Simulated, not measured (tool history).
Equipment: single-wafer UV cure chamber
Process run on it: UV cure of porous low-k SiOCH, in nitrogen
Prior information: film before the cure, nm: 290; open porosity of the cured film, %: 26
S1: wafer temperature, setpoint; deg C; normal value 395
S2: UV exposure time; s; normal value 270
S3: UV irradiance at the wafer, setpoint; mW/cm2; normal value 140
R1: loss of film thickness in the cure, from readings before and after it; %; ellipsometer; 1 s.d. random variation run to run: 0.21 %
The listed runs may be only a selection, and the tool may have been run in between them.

| run | hour | S1 | S2 | S3 | R1 |
|---|---|---|---|---|---|
| 1 | 0 | 395 | 270 | 140 | 14.709 |
| 2 | 41.4 | 395 | 270 | 140 | 14.52 |
| 3 | 66 | 395 | 270 | 140 | 14.376 |
| 4 | 100.1 | 395 | 270 | 140 | 14.702 |
| 5 | 127.4 | 395 | 270 | 140 | 14.506 |
|  | 215.6 | quartz window cleaned |
| 6 | 323.8 | 395 | 270 | 140 | 14.05 |
| 7 | 375.5 | 395 | 270 | 140 | 13.874 |
| 8 | 409.6 | 395 | 270 | 140 | 14.028 |
|  | 460.2 | quartz window cleaned |
| 9 | 460.7 | 395 | 270 | 140 | 14.216 |
| 10 | 521.9 | 395 | 270 | 140 | 14.099 |
| 11 | 554.7 | 395 | 270 | 140 | 14.095 |
| 12 | 588.9 | 395 | 270 | 140 | 14.231 |
| 13 | 616.4 | 400 | 270 | 140 | 13.914 |
| 14 | 668.7 | 382 | 270 | 140 | 13.804 |
|  | 684.7 | quartz window cleaned |
|  | 788.3 | UV bulbs replaced |
| 15 | 878.4 | 387 | 370 | 140 | 13.952 |
|  | 910.2 | quartz window cleaned |
| 16 | 911.5 | 395 | 270 | 140 | 12.533 |
| 17 | 936.7 | 383 | 370 | 118 | 12.874 |
| 18 | 961.4 | 395 | 270 | 179 | 13.533 |
| 19 | 991.7 | 385 | 175 | 165 | 11.073 |
| 20 | 1032.6 | 395 | 180 | 166 | 11.247 |
|  | 1045.8 | UV bulbs replaced, repeated, since the last time left the tool worse |
| 21 | 1087.8 | 382 | 270 | 105 | 13.786 |
| 22 | 1154.9 | 395 | 270 | 140 | 14.755 |
|  | 1177.9 | quartz window cleaned |
| 23 | 1209.1 | 401 | 140 | 176 | 13.158 |
| 24 | 1250.1 | 389 | 205 | 101 | 12.208 |
| 25 | 1292.7 | 377 | 270 | 140 | 15.111 |

The tool's hidden state at each run:
transmission lost against a clean window, %: 0 at every run
H1: lamp output below its setpoint, %
| run | H1 |
|---|---|
| 1 | 13.7 |
| 2 | 14.3 |
| 3 | 14.7 |
| 4 | 15.3 |
| 5 | 15.7 |
| 6 | 18.9 |
| 7 | 19.7 |
| 8 | 20.3 |
| 9 | 21.1 |
| 10 | 22.1 |
| 11 | 22.6 |
| 12 | 23.2 |
| 13 | 23.6 |
| 14 | 24.5 |
| 15 | 42.8 |
| 16 | 43.4 |
| 17 | 43.8 |
| 18 | 44.2 |
| 19 | 44.7 |
| 20 | 45.3 |
| 21 | 0.9 |
| 22 | 1.98 |
| 23 | 2.86 |
| 24 | 3.52 |
| 25 | 4.21 |

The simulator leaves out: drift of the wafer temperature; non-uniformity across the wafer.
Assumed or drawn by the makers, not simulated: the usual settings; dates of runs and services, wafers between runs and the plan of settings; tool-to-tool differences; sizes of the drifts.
